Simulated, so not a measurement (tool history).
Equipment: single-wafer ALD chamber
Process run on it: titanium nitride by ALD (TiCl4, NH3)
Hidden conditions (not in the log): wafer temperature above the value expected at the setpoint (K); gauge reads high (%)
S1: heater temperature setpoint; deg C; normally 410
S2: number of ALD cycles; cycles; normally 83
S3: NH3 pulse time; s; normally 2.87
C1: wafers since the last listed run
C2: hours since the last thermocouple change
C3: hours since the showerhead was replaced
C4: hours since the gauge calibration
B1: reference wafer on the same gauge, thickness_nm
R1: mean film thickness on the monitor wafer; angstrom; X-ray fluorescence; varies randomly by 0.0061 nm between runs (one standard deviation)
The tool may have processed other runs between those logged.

| run | hour | S1 | S2 | S3 | C1 | C2 | C3 | C4 | B1 | R1 |
|---|---|---|---|---|---|---|---|---|---|---|
| 1 | 0 | 414 | 83 | 2.87 | 0 | 2327.8 | 4176.4 | 483.8 | 2.109 | 19.68 |
| 2 | 30.5 | 410 | 83 | 2.87 | 102 | 2358.3 | 4206.9 | 514.3 | 2.112 | 19.72 |
| 3 | 45.3 | 410 | 83 | 2.87 | 49 | 2373.1 | 4221.7 | 529.1 | 2.116 | 19.88 |
| 4 | 81.1 | 410 | 83 | 2.87 | 119 | 2408.9 | 4257.5 | 564.9 | 2.117 | 19.89 |
| 5 | 103.6 | 410 | 88 | 2.87 | 75 | 2431.4 | 4280 | 587.4 | 2.117 | 21.14 |
| 6 | 116 | 410 | 95 | 2.87 | 41 | 2443.8 | 4292.4 | 599.8 | 2.118 | 22.73 |
| 7 | 140.9 | 410 | 83 | 2.13 | 83 | 2468.7 | 4317.3 | 624.7 | 2.123 | 19.58 |
| 8 | 158.9 | 421 | 70 | 2.87 | 60 | 2486.7 | 4335.3 | 642.7 | 2.123 | 16.87 |
| 9 | 171.4 | 410 | 83 | 2.87 | 41 | 2499.2 | 4347.8 | 655.2 | 2.122 | 19.96 |
| 10 | 205.4 | 410 | 83 | 2.87 | 113 | 2533.2 | 4381.8 | 689.2 | 2.125 | 19.91 |
| 11 | 226.6 | 410 | 83 | 2.87 | 70 | 2554.4 | 4403 | 710.4 | 2.13 | 19.99 |
| 12 | 252.3 | 410 | 94 | 2.6 | 86 | 2580.1 | 4428.7 | 736.1 | 2.13 | 22.52 |
| 13 | 279.3 | 410 | 94 | 2.6 | 90 | 2607.1 | 4455.7 | 763.1 | 2.13 | 22.59 |
| 14 | 311.3 | 410 | 74 | 2.87 | 107 | 2639.1 | 4487.7 | 795.1 | 2.132 | 17.89 |
|  | 328.7 | thermocouple changed; heater temperature recalibrated |
| 15 | 342.2 | 410 | 74 | 2.87 | 76 | 13.5 | 4518.6 | 826 | 2.135 | 17.92 |
| 16 | 356.9 | 410 | 83 | 2.87 | 49 | 28.2 | 4533.3 | 840.7 | 2.138 | 20.04 |
| 17 | 373.6 | 410 | 90 | 3.73 | 55 | 44.9 | 4550 | 857.4 | 2.137 | 21.9 |
| 18 | 408.8 | 410 | 83 | 2.36 | 117 | 80.1 | 4585.2 | 892.6 | 2.143 | 19.94 |
| 19 | 432.3 | 410 | 83 | 2.36 | 78 | 103.6 | 4608.7 | 916.1 | 2.144 | 19.95 |
|  | 442.1 | showerhead replaced |
| 20 | 467.9 | 395 | 83 | 1.92 | 92 | 139.2 | 25.8 | 951.7 | 2.144 | 19.59 |
| 21 | 487.4 | 410 | 83 | 2.87 | 65 | 158.7 | 45.3 | 971.2 | 2.152 | 20.23 |
| 22 | 505.8 | 397 | 83 | 1.79 | 61 | 177.1 | 63.7 | 989.6 | 2.149 | 19.47 |
|  | 506.4 | gauge calibrated |
| 23 | 541.3 | 410 | 95 | 3.56 | 118 | 212.6 | 99.2 | 34.9 | 2.066 | 22.32 |
| 24 | 561.3 | 410 | 83 | 2.87 | 66 | 232.6 | 119.2 | 54.9 | 2.07 | 19.36 |
| 25 | 576.1 | 406 | 67 | 1.92 | 49 | 247.4 | 134 | 69.7 | 2.067 | 15.35 |
| 26 | 590.1 | 410 | 78 | 2.35 | 46 | 261.4 | 148 | 83.7 | 2.069 | 18.03 |
| 27 | 622.1 | 410 | 83 | 2.87 | 107 | 293.4 | 180 | 115.7 | 2.072 | 19.38 |
| 28 | 637.3 | 410 | 83 | 2.87 | 50 | 308.6 | 195.2 | 130.9 | 2.072 | 19.41 |
| 29 | 666.1 | 410 | 83 | 2.87 | 96 | 337.4 | 224 | 159.7 | 2.076 | 19.47 |
| 30 | 750.4 | 410 | 83 | 2.87 | 282 | 421.7 | 308.3 | 244 | 2.088 | 19.53 |
| 31 | 785.9 | 397 | 71 | 3.99 | 118 | 457.2 | 343.8 | 279.5 | 2.084 | 16.84 |
| 32 | 808.8 | 410 | 90 | 2.24 | 76 | 480.1 | 366.7 | 302.4 | 2.088 | 20.9 |
| 33 | 844 | 415 | 83 | 3.24 | 117 | 515.3 | 401.9 | 337.6 | 2.092 | 19.82 |
| 34 | 861.1 | 410 | 83 | 3.5 | 57 | 532.4 | 419 | 354.7 | 2.091 | 19.78 |
| 35 | 889.6 | 396 | 92 | 3.19 | 95 | 560.9 | 447.5 | 383.2 | 2.093 | 21.83 |
| 36 | 907.3 | 410 | 83 | 2.87 | 59 | 578.6 | 465.2 | 400.9 | 2.094 | 19.61 |
| 37 | 923.6 | 410 | 83 | 2.87 | 54 | 594.9 | 481.5 | 417.2 | 2.097 | 19.69 |
| 38 | 955.4 | 396 | 74 | 2.43 | 106 | 626.7 | 513.3 | 449 | 2.099 | 17.2 |
| 39 | 971.2 | 401 | 100 | 2.87 | 52 | 642.5 | 529.1 | 464.8 | 2.102 | 23.68 |

Hidden condition of the tool, last listed run before each entry between runs versus first listed run after:
Logged between run 14 and run 15: thermocouple changed; heater temperature recalibrated (hour 328.7)
  gauge reads high (%): 3.1 -> 3.22
  difference, measured minus the result without the unlogged condition, R1: +0.53 -> +0.56 angstrom
Logged between run 19 and run 20: showerhead replaced (hour 442.1)
  gauge reads high (%): 3.56 -> 3.69
  difference, measured minus the result without the unlogged condition, R1: +0.68 -> +0.7 angstrom
Logged between run 22 and run 23: gauge calibrated (hour 506.4)
  gauge reads high (%): 3.84 -> -0.139
  difference, measured minus the result without the unlogged condition, R1: +0.72 -> -0.03 angstrom
